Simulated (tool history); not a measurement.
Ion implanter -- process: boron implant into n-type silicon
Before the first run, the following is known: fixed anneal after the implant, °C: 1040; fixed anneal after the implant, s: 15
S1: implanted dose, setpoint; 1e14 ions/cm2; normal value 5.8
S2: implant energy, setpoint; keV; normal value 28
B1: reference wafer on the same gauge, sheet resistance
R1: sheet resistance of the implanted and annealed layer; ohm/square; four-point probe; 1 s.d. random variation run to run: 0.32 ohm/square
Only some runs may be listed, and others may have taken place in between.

| run | hour | S1 | S2 | B1 | R1 |
|---|---|---|---|---|---|
| 1 | 0 | 5.8 | 28 | 201.89 | 196.69 |
| 2 | 15.4 | 5.8 | 28 | 202.12 | 196.95 |
| 3 | 22.3 | 5.8 | 28 | 201.98 | 196.93 |
| 4 | 39.3 | 6.98 | 34.5 | 201.95 | 165.69 |
| 5 | 49.9 | 6.98 | 34.5 | 202.06 | 165.57 |
| 6 | 67.2 | 7.06 | 21 | 201.8 | 172.29 |
| 7 | 75.5 | 7.06 | 21 | 201.95 | 173.11 |
| 8 | 93.5 | 5.8 | 20.5 | 201.89 | 204.31 |
| 9 | 107.8 | 5.8 | 20.5 | 201.9 | 204.79 |
| 10 | 120.4 | 5.8 | 20.5 | 201.95 | 204.66 |
| 11 | 132 | 5.8 | 28 | 201.81 | 198.58 |
| 12 | 173.5 | 5.8 | 28 | 202.15 | 198.24 |
| 13 | 180.6 | 5.8 | 28 | 202.03 | 198.39 |
| 14 | 189 | 4.83 | 28 | 202.15 | 230.76 |
|  | 203.6 | extraction supply calibrated |
| 15 | 204.1 | 4.87 | 33 | 201.83 | 225.44 |
| 16 | 208.6 | 4.94 | 37 | 201.98 | 220.31 |
| 17 | 223.5 | 5.8 | 28 | 201.87 | 198.4 |
|  | 259 | Faraday cup replaced and dose calibrated |
| 18 | 259.5 | 6.62 | 25 | 201.99 | 173.74 |
| 19 | 273.4 | 6.62 | 25 | 201.98 | 173.79 |
| 20 | 288.1 | 4.12 | 25 | 202 | 257.61 |
|  | 298.8 | gauge calibrated |
| 21 | 302.6 | 6.3 | 21 | 202.05 | 183.83 |

Run 22, settings as shown, results not yet in. Your forecast:
| 22 | 308.7 | 4.69 | 32.5 | ? | ? |

B1: 201.92
R1: 224.92 ohm/square
Take away the tool's hidden state, keep the run-to-run variation as it was, and the same run would have given R1 224.64 ohm/square.
